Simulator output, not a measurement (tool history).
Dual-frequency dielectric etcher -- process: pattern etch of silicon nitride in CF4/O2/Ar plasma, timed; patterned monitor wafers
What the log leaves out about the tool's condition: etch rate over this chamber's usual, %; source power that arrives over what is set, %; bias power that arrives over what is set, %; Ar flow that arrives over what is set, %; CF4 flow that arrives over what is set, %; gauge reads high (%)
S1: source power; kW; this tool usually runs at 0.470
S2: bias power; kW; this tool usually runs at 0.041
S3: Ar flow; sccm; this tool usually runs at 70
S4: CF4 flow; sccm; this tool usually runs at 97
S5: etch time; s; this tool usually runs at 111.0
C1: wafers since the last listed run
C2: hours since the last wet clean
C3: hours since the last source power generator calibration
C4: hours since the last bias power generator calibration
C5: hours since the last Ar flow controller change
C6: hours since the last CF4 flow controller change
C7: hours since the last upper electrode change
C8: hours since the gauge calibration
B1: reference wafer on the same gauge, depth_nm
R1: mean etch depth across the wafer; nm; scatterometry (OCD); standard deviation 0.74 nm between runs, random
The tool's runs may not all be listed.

run     day     S1     S2  S3   S4     S5   C1     C2      C3      C4      C5      C6      C7     C8     B1     R1
  1   0.000  0.470  0.041  70   97  111.0    0  114.0  3517.4  2094.1  2705.6  5183.0  3797.5  375.7  189.0  188.2
  2   0.533  0.470  0.041  70   97  111.0  102  126.8  3530.2  2106.9  2718.4  5195.8  3810.3  388.5  189.0  188.6
  3   1.567  0.470  0.041  70   97  111.0  197  151.6  3555.0  2131.7  2743.2  5220.6  3835.1  413.3  189.1  188.9
  4   2.204  0.470  0.041  70   97  111.0  121  166.9  3570.3  2147.0  2758.5  5235.9  3850.4  428.6  189.0  189.0
      4.208  -- upper electrode replaced
  5   4.229  0.470  0.041  74   97  111.0  196  215.5  3618.9  2195.6  2807.1  5284.5     0.5  477.2  188.9  188.4
  6   4.946  0.470  0.041  74   97  111.0  137  232.7  3636.1  2212.8  2824.3  5301.7    17.7  494.4  189.0  188.8
  7   5.633  0.470  0.041  70   85  111.0  131  249.2  3652.6  2229.3  2840.8  5318.2    34.2  510.9  189.0  186.6
  8   6.496  0.470  0.041  70   85  111.0  164  269.9  3673.3  2250.0  2861.5  5338.9    54.9  531.6  189.1  186.0
  9   7.208  0.510  0.032  70  106  111.0  136  287.0  3690.4  2267.1  2878.6  5356.0    72.0  548.7  189.2  184.0
      7.533  -- CF4 flow controller replaced
      8.292  -- bias power generator calibrated
 10   8.592  0.580  0.050  70  112  124.0  184  320.2  3723.6     7.2  2911.8    25.4   105.2  581.9  189.0  277.0
      9.792  -- Ar flow controller replaced
      9.829  -- wet clean of the chamber
 11   9.850  0.470  0.041  70   97  111.0  185    0.5  3753.8    37.4     1.4    55.6   135.4  612.1  188.8  189.1
 12  10.125  0.470  0.041  70   97  111.0   52    7.1  3760.4    44.0     8.0    62.2   142.0  618.7  189.2  188.0
     10.746  -- gauge calibrated
 13  10.942  0.470  0.041  65   97  111.0  156   26.7  3780.0    63.6    27.6    81.8   161.6    4.7  189.1  189.3
 14  11.738  0.470  0.041  70   97  137.0  152   45.8  3799.1    82.7    46.7   100.9   180.7   23.8  188.9  232.6
 15  12.558  0.470  0.041  70  121  126.5  157   65.5  3818.8   102.4    66.4   120.6   200.4   43.5  189.2  220.4
     13.288  -- source power generator calibrated
 16  13.758  0.470  0.041  70   97   93.0  197   94.3    11.3   131.2    95.2   149.4   229.2   72.3  189.1  158.4
 17  14.925  0.370  0.035  70   77  111.0  223  122.3    39.3   159.2   123.2   177.4   257.2  100.3  189.1  140.8
 18  15.512  0.430  0.047  53   85  111.0  112  136.4    53.4   173.3   137.3   191.5   271.3  114.4  188.9  187.3
 19  16.638  0.470  0.041  80  109  111.0  215  163.4    80.4   200.3   164.3   218.5   298.3  141.4  188.9  189.0
 20  17.379  0.470  0.041  70   97  111.0  141  181.2    98.2   218.1   182.1   236.3   316.1  159.2  189.1  187.9
 21  18.275  0.470  0.041  70   97  111.0  171  202.7   119.7   239.6   203.6   257.8   337.6  180.7  189.0  189.3
 22  18.912  0.470  0.041  70   97  143.0  121  218.0   135.0   254.9   218.9   273.1   352.9  196.0  188.9  242.9

Predict each of these 3 candidate next runs independently; none follows another, all start after run 22:
  A  18.929  0.470  0.041  70  97  111.0   3  218.4  135.4  255.3  219.3  273.5  353.3  196.4   ?   ?
  B  18.929  0.420  0.041  70  76  111.0   3  218.4  135.4  255.3  219.3  273.5  353.3  196.4   ?   ?
  C  18.929  0.470  0.041  59  97  111.0   3  218.4  135.4  255.3  219.3  273.5  353.3  196.4   ?   ?

run     B1     R1
  A  189.2  189.2
  B  189.2  168.0
  C  189.2  192.1
Take away the tool's hidden state, keep each run's random variation, and the runs would have read:
run     R1
  A  189.2
  B  168.0
  C  192.1

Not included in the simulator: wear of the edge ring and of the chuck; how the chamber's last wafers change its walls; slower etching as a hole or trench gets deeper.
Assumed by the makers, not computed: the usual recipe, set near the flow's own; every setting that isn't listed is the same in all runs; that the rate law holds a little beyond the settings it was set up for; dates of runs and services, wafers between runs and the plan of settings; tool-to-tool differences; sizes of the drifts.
